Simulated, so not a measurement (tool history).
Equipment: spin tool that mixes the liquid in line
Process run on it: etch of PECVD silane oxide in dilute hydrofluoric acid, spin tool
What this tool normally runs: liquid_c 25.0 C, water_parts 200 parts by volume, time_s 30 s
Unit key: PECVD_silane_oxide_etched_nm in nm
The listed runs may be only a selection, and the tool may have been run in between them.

| run | hour | liquid_c | water_parts | time_s | read-back film thickness of the PECVD silane oxide reference wafer, read on the same gauge (nm) | PECVD_silane_oxide_etched_nm |
|---|---|---|---|---|---|---|
| 1 | 0.0 | 25.0 | 200 | 30 | 60.45 | 7.19 |
| 2 | 32.1 | 25.0 | 200 | 30 | 60.53 | 7.23 |
| 3 | 54.5 | 25.0 | 200 | 30 | 60.60 | 7.30 |
| 4 | 67.0 | 25.0 | 200 | 30 | 60.59 | 7.23 |
| 5 | 98.0 | 25.0 | 200 | 15 | 60.66 | 3.65 |
| 6 | 125.8 | 25.0 | 200 | 15 | 60.74 | 3.65 |
| 7 | 154.8 | 25.0 | 200 | 15 | 60.83 | 3.66 |
| 8 | 167.0 | 25.0 | 200 | 30 | 60.86 | 7.27 |
| 9 | 196.8 | 25.0 | 200 | 30 | 60.90 | 7.37 |
| 10 | 229.0 | 25.0 | 200 | 30 | 60.97 | 7.29 |
| 11 | 247.0 | 25.0 | 200 | 30 | 61.04 | 7.27 |
| 12 | 262.2 | 25.0 | 200 | 30 | 61.07 | 7.36 |
| 13 | 277.3 | 25.0 | 200 | 30 | 61.08 | 7.31 |
| 14 | 305.9 | 22.0 | 200 | 30 | 61.17 | 6.55 |
|  | 359.5 | thermometer replaced |
| 15 | 399.7 | 25.0 | 200 | 45 | 61.42 | 11.03 |
| 16 | 417.4 | 22.0 | 105 | 15 | 61.43 | 6.88 |
| 17 | 440.7 | 25.0 | 200 | 40 | 61.50 | 9.88 |
| 18 | 453.3 | 28.0 | 200 | 15 | 61.54 | 4.10 |
|  | 458.8 | hydrofluoric acid flow meter replaced |
| 19 | 487.0 | 25.0 | 200 | 30 | 61.61 | 7.34 |
| 20 | 499.7 | 22.0 | 200 | 45 | 61.64 | 9.78 |
| 21 | 515.5 | 25.0 | 110 | 30 | 61.69 | 14.87 |
| 22 | 537.8 | 23.0 | 200 | 30 | 61.72 | 6.80 |
|  | 541.6 | gauge calibrated |
| 23 | 571.5 | 20.5 | 200 | 30 | 60.11 | 6.10 |
| 24 | 607.0 | 25.0 | 200 | 30 | 60.21 | 7.19 |
| 25 | 641.1 | 25.0 | 200 | 30 | 60.31 | 7.24 |
| 26 | 659.8 | 22.5 | 150 | 30 | 60.34 | 9.29 |
| 27 | 690.5 | 23.0 | 125 | 15 | 60.42 | 5.79 |
| 28 | 704.5 | 21.0 | 275 | 30 | 60.44 | 4.23 |
| 29 | 726.5 | 25.0 | 260 | 30 | 60.50 | 5.28 |

Each row is a separate what-if for the run after 29, all from the same tool condition, not one after another. Results?
| A | 726.9 | 25.0 | 200 | 30 | ? | ? |
| B | 726.9 | 27.0 | 130 | 30 | ? | ? |
| C | 726.9 | 27.5 | 235 | 30 | ? | ? |

| run | read-back film thickness of the PECVD silane oxide reference wafer, read on the same gauge (nm) | PECVD_silane_oxide_etched_nm |
|---|---|---|
| A | 60.47 | 7.24 |
| B | 60.47 | 13.02 |
| C | 60.47 | 6.48 |
Stripped of hidden state, with their random variation kept, the same runs would have yielded:
| run | PECVD_silane_oxide_etched_nm |
|---|---|
| A | 7.18 |
| B | 12.92 |
| C | 6.43 |
